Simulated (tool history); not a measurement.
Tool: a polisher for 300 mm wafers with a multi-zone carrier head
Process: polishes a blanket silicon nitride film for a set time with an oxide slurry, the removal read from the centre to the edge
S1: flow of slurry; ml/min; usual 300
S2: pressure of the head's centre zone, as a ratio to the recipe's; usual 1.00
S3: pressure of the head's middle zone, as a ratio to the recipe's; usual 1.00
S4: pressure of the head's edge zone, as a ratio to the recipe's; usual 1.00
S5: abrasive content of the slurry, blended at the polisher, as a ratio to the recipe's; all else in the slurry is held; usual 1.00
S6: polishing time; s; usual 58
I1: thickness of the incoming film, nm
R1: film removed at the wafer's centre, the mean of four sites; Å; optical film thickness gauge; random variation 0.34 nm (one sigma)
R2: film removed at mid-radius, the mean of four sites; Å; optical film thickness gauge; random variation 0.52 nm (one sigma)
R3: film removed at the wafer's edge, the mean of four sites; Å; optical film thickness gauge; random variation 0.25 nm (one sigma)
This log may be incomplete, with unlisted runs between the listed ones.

run 1 hour=0.0 | S1=300 S2=1.00 S3=1.00 S4=1.00 S5=1.00 S6=58 | I1=327.1 | R1=370 R2=349 R3=370
-- hour=7.9 worn pad replaced by a new one
run 2 hour=28.0 | S1=300 S2=1.00 S3=1.00 S4=1.00 S5=1.00 S6=58 | I1=327.9 | R1=402 R2=398 R3=398
run 3 hour=38.5 | S1=300 S2=1.00 S3=1.00 S4=1.00 S5=1.00 S6=58 | I1=326.4 | R1=390 R2=381 R3=393
run 4 hour=46.6 | S1=350 S2=1.00 S3=1.00 S4=1.00 S5=1.00 S6=58 | I1=325.5 | R1=397 R2=389 R3=394
run 5 hour=55.2 | S1=350 S2=1.00 S3=1.00 S4=1.00 S5=1.00 S6=58 | I1=329.7 | R1=390 R2=383 R3=393
-- hour=88.2 worn pad replaced by a new one
run 6 hour=91.8 | S1=300 S2=1.00 S3=1.00 S4=1.00 S5=1.00 S6=58 | I1=332.9 | R1=402 R2=386 R3=399
-- hour=111.8 carrier head's membrane replaced by a new one
run 7 hour=112.3 | S1=300 S2=1.00 S3=1.00 S4=1.00 S5=1.00 S6=58 | I1=330.2 | R1=392 R2=379 R3=393
run 8 hour=119.8 | S1=300 S2=1.00 S3=1.00 S4=1.00 S5=1.00 S6=58 | I1=332.0 | R1=389 R2=387 R3=390
-- hour=121.5 slurry nozzle cleaned
run 9 hour=136.5 | S1=300 S2=1.00 S3=1.00 S4=1.00 S5=1.00 S6=58 | I1=335.7 | R1=383 R2=373 R3=388
run 10 hour=150.7 | S1=300 S2=1.00 S3=1.00 S4=1.00 S5=0.85 S6=58 | I1=325.1 | R1=341 R2=339 R3=348
run 11 hour=162.0 | S1=300 S2=0.95 S3=1.00 S4=1.00 S5=1.00 S6=58 | I1=324.1 | R1=350 R2=362 R3=374
-- hour=167.0 centre zone pressure recalibrated
run 12 hour=171.4 | S1=300 S2=1.00 S3=1.00 S4=1.00 S5=1.30 S6=58 | I1=330.9 | R1=413 R2=400 R3=420
-- hour=174.8 edge zone pressure recalibrated
run 13 hour=182.7 | S1=300 S2=1.04 S3=1.00 S4=1.07 S5=1.00 S6=58 | I1=331.0 | R1=374 R2=360 R3=377
-- hour=190.7 worn pad replaced by a new one
run 14 hour=198.8 | S1=200 S2=1.00 S3=1.00 S4=1.08 S5=1.00 S6=65 | I1=325.7 | R1=422 R2=416 R3=451
run 15 hour=207.9 | S1=300 S2=1.00 S3=0.89 S4=1.00 S5=0.90 S6=53 | I1=329.8 | R1=345 R2=307 R3=342
run 16 hour=221.7 | S1=300 S2=1.00 S3=1.08 S4=0.91 S5=0.75 S6=58 | I1=325.6 | R1=333 R2=347 R3=324
run 17 hour=233.4 | S1=300 S2=1.00 S3=1.00 S4=1.06 S5=1.00 S6=58 | I1=327.1 | R1=385 R2=384 R3=395
run 18 hour=245.2 | S1=300 S2=1.00 S3=1.00 S4=1.00 S5=1.00 S6=58 | I1=329.9 | R1=384 R2=371 R3=385
run 19 hour=256.1 | S1=300 S2=1.00 S3=1.00 S4=1.00 S5=1.00 S6=58 | I1=331.7 | R1=381 R2=365 R3=377

Results per run with the tool's hidden condition removed, run-to-run variation unchanged:
The hidden state here: removal rate lost through wear of the pad, %; slurry flow missing at the pad, %; deviation of the centre zone's pressure from its setpoint, %; deviation of the edge zone's pressure from its setpoint, %.
run=1 R1=409 R2=386 R3=409
run=2 R1=411 R2=407 R3=407
run=3 R1=404 R2=394 R3=406
run=4 R1=415 R2=406 R3=411
run=5 R1=411 R2=404 R3=415
run=6 R1=405 R2=389 R3=403
run=7 R1=404 R2=391 R3=406
run=8 R1=405 R2=402 R3=405
run=9 R1=406 R2=395 R3=412
run=10 R1=368 R2=365 R3=375
run=11 R1=382 R2=395 R3=408
run=12 R1=456 R2=442 R3=463
run=13 R1=419 R2=403 R3=421
run=14 R1=426 R2=420 R3=455
run=15 R1=351 R2=313 R3=349
run=16 R1=344 R2=359 R3=335
run=17 R1=403 R2=402 R3=414
run=18 R1=408 R2=394 R3=409
run=19 R1=409 R2=392 R3=405
